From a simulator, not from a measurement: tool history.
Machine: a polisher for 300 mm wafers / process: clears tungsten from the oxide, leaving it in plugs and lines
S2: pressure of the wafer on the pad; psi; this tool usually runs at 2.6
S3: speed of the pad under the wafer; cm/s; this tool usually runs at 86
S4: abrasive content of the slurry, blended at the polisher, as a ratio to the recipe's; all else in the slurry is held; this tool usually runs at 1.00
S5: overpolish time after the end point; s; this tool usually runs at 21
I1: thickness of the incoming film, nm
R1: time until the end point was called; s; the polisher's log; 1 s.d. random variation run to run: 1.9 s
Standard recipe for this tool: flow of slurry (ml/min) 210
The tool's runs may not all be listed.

run 1 hour=0.0 | flow_of_slurry_(ml/min)=210 S2=2.6 S3=86 S4=1.00 S5=21 | I1=356.4 | R1=160.5
run 2 hour=32.7 | flow_of_slurry_(ml/min)=210 S2=2.6 S3=86 S4=1.00 S5=21 | I1=358.1 | R1=170.5
run 3 hour=47.6 | flow_of_slurry_(ml/min)=210 S2=2.6 S3=86 S4=0.85 S5=21 | I1=355.4 | R1=178.5
run 4 hour=64.5 | flow_of_slurry_(ml/min)=210 S2=2.6 S3=86 S4=0.85 S5=21 | I1=352.7 | R1=181.3
-- hour=76.6 slurry tank refilled with fresh slurry and peroxide
-- hour=80.4 worn pad replaced by a new one
run 5 hour=81.8 | flow_of_slurry_(ml/min)=210 S2=2.6 S3=86 S4=1.00 S5=21 | I1=353.4 | R1=163.3
run 6 hour=92.7 | flow_of_slurry_(ml/min)=210 S2=2.6 S3=86 S4=1.00 S5=21 | I1=354.5 | R1=169.2
run 7 hour=110.0 | flow_of_slurry_(ml/min)=210 S2=2.6 S3=66 S4=0.85 S5=15 | I1=351.3 | R1=225.1
run 8 hour=124.6 | flow_of_slurry_(ml/min)=275 S2=2.6 S3=114 S4=1.00 S5=29 | I1=358.1 | R1=134.9
run 9 hour=132.1 | flow_of_slurry_(ml/min)=210 S2=2.6 S3=86 S4=1.20 S5=14 | I1=356.0 | R1=171.7
run 10 hour=144.9 | flow_of_slurry_(ml/min)=190 S2=3.4 S3=110 S4=1.00 S5=21 | I1=360.0 | R1=124.0
-- hour=151.2 slurry nozzle cleaned
run 11 hour=160.6 | flow_of_slurry_(ml/min)=235 S2=3.5 S3=86 S4=0.70 S5=21 | I1=360.8 | R1=159.2
-- hour=173.1 head pressure recalibrated
run 12 hour=176.0 | flow_of_slurry_(ml/min)=210 S2=2.6 S3=86 S4=1.00 S5=24 | I1=352.8 | R1=189.5
-- hour=181.5 slurry tank refilled with fresh slurry and peroxide
-- hour=184.1 slurry blender recalibrated
run 13 hour=185.7 | flow_of_slurry_(ml/min)=135 S2=2.6 S3=86 S4=1.00 S5=13 | I1=352.7 | R1=157.1
run 14 hour=196.8 | flow_of_slurry_(ml/min)=160 S2=2.6 S3=86 S4=1.00 S5=12 | I1=353.1 | R1=162.5
run 15 hour=211.6 | flow_of_slurry_(ml/min)=210 S2=2.6 S3=86 S4=1.00 S5=21 | I1=360.0 | R1=170.4
run 16 hour=219.6 | flow_of_slurry_(ml/min)=210 S2=2.6 S3=86 S4=1.00 S5=21 | I1=361.4 | R1=171.7
run 17 hour=226.6 | flow_of_slurry_(ml/min)=210 S2=2.3 S3=100 S4=1.00 S5=21 | I1=358.1 | R1=165.3
run 18 hour=237.2 | flow_of_slurry_(ml/min)=210 S2=2.6 S3=86 S4=1.00 S5=21 | I1=358.4 | R1=176.2
run 19 hour=246.8 | flow_of_slurry_(ml/min)=210 S2=2.6 S3=86 S4=1.00 S5=21 | I1=352.5 | R1=169.3
run 20 hour=262.8 | flow_of_slurry_(ml/min)=210 S2=2.6 S3=86 S4=1.00 S5=21 | I1=352.9 | R1=170.4
run 21 hour=270.4 | flow_of_slurry_(ml/min)=210 S2=2.6 S3=112 S4=0.90 S5=21 | I1=350.2 | R1=139.0
-- hour=273.8 slurry tank refilled with fresh slurry and peroxide
run 22 hour=281.2 | flow_of_slurry_(ml/min)=245 S2=3.3 S3=110 S4=0.80 S5=21 | I1=359.5 | R1=111.2
-- hour=302.8 worn pad replaced by a new one
run 23 hour=303.3 | flow_of_slurry_(ml/min)=210 S2=2.6 S3=78 S4=1.15 S5=21 | I1=347.4 | R1=173.7
run 24 hour=315.5 | flow_of_slurry_(ml/min)=210 S2=2.0 S3=86 S4=1.00 S5=21 | I1=356.1 | R1=210.2
run 25 hour=322.7 | flow_of_slurry_(ml/min)=210 S2=1.8 S3=86 S4=0.80 S5=21 | I1=355.4 | R1=235.6
run 26 hour=363.3 | flow_of_slurry_(ml/min)=210 S2=2.2 S3=86 S4=1.00 S5=21 | I1=360.7 | R1=210.2

Branching from run 26: 4 alternative next runs. What would each branch give?
run A hour=363.8 | flow_of_slurry_(ml/min)=240 S2=2.6 S3=86 S4=1.00 S5=21 | I1=356.9 | R1=?
run B hour=363.8 | flow_of_slurry_(ml/min)=210 S2=2.6 S3=60 S4=0.90 S5=21 | I1=356.9 | R1=?
run C hour=363.8 | flow_of_slurry_(ml/min)=210 S2=3.4 S3=68 S4=0.90 S5=21 | I1=356.9 | R1=?
run D hour=363.8 | flow_of_slurry_(ml/min)=165 S2=2.6 S3=114 S4=1.00 S5=34 | I1=356.9 | R1=?

run=A R1=180.8
run=B R1=254.4
run=C R1=186.2
run=D R1=145.2
The same runs, with their run-to-run variation unchanged, on a tool lacking any hidden condition would have given:
run=A R1=148.0
run=B R1=208.2
run=C R1=152.4
run=D R1=118.8

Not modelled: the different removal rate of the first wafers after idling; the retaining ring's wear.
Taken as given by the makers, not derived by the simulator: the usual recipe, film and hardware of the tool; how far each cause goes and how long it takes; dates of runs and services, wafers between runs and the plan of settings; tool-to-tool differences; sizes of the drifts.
